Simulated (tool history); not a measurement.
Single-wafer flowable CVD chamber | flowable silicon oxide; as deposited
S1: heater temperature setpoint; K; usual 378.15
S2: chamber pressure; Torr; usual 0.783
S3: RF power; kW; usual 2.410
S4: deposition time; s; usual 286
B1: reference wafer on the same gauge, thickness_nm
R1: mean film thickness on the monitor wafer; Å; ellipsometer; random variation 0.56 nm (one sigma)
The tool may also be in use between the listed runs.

{"run": 1, "hour": 0.0, "S1": 378.15, "S2": 0.783, "S3": 2.41, "S4": 286, "B1": 156.072, "R1": 1437.2}
{"run": 2, "hour": 92.0, "S1": 378.15, "S2": 0.783, "S3": 2.41, "S4": 286, "B1": 156.024, "R1": 1437.67}
{"run": 3, "hour": 175.3, "S1": 378.15, "S2": 0.783, "S3": 2.41, "S4": 286, "B1": 156.049, "R1": 1436.85}
{"run": 4, "hour": 273.3, "S1": 378.15, "S2": 0.783, "S3": 2.41, "S4": 286, "B1": 156.099, "R1": 1437.82}
{"run": 5, "hour": 313.6, "S1": 378.15, "S2": 0.783, "S3": 2.41, "S4": 286, "B1": 155.941, "R1": 1438.08}
{"hour": 326.7, "done": "gauge calibrated"}
{"hour": 355.2, "done": "thermocouple changed; heater temperature recalibrated"}
{"run": 6, "hour": 382.6, "S1": 378.15, "S2": 0.783, "S3": 2.41, "S4": 286, "B1": 156.114, "R1": 1434.31}
{"hour": 474.6, "done": "capacitance manometer re-zeroed and calibrated"}
{"hour": 477.0, "done": "RF generator calibrated"}
{"run": 7, "hour": 477.5, "S1": 375.15, "S2": 0.783, "S3": 2.41, "S4": 314, "B1": 155.994, "R1": 1790.18}
{"hour": 487.9, "done": "showerhead replaced"}
{"run": 8, "hour": 554.6, "S1": 378.15, "S2": 0.848, "S3": 2.775, "S4": 306, "B1": 155.96, "R1": 1731.81}
{"run": 9, "hour": 656.4, "S1": 373.15, "S2": 0.783, "S3": 2.41, "S4": 342, "B1": 156.005, "R1": 2103.47}
{"run": 10, "hour": 743.3, "S1": 378.15, "S2": 0.783, "S3": 2.41, "S4": 286, "B1": 156.016, "R1": 1462.92}
{"run": 11, "hour": 800.0, "S1": 378.15, "S2": 0.783, "S3": 2.08, "S4": 336, "B1": 155.974, "R1": 1638.25}
{"run": 12, "hour": 874.7, "S1": 378.15, "S2": 0.848, "S3": 2.775, "S4": 306, "B1": 155.891, "R1": 1725.94}
{"run": 13, "hour": 940.7, "S1": 384.15, "S2": 0.717, "S3": 2.63, "S4": 229, "B1": 156.041, "R1": 878.24}
{"run": 14, "hour": 1041.8, "S1": 378.15, "S2": 0.68, "S3": 2.41, "S4": 286, "B1": 155.95, "R1": 1266.24}

Forecast each of these 5 alternatives for the next run:
{"run": "A", "hour": 1042.3, "S1": 378.15, "S2": 0.783, "S3": 2.41, "S4": 286, "B1": "?", "R1": "?"}
{"run": "B", "hour": 1042.3, "S1": 385.15, "S2": 0.783, "S3": 2.095, "S4": 336, "B1": "?", "R1": "?"}
{"run": "C", "hour": 1042.3, "S1": 378.15, "S2": 0.909, "S3": 2.015, "S4": 286, "B1": "?", "R1": "?"}
{"run": "D", "hour": 1042.3, "S1": 378.15, "S2": 0.783, "S3": 2.41, "S4": 301, "B1": "?", "R1": "?"}
{"run": "E", "hour": 1042.3, "S1": 386.15, "S2": 0.783, "S3": 2.165, "S4": 306, "B1": "?", "R1": "?"}

run=A B1=155.983 R1=1453.71
run=B B1=155.983 R1=1268.40
run=C B1=155.983 R1=1584.91
run=D B1=155.983 R1=1529.95
run=E B1=155.983 R1=1129.80
Without the tool's hidden state the same runs would have given:
run=A R1=1461.47
run=B R1=1278.79
run=C R1=1600.93
run=D R1=1538.12
run=E R1=1138.61
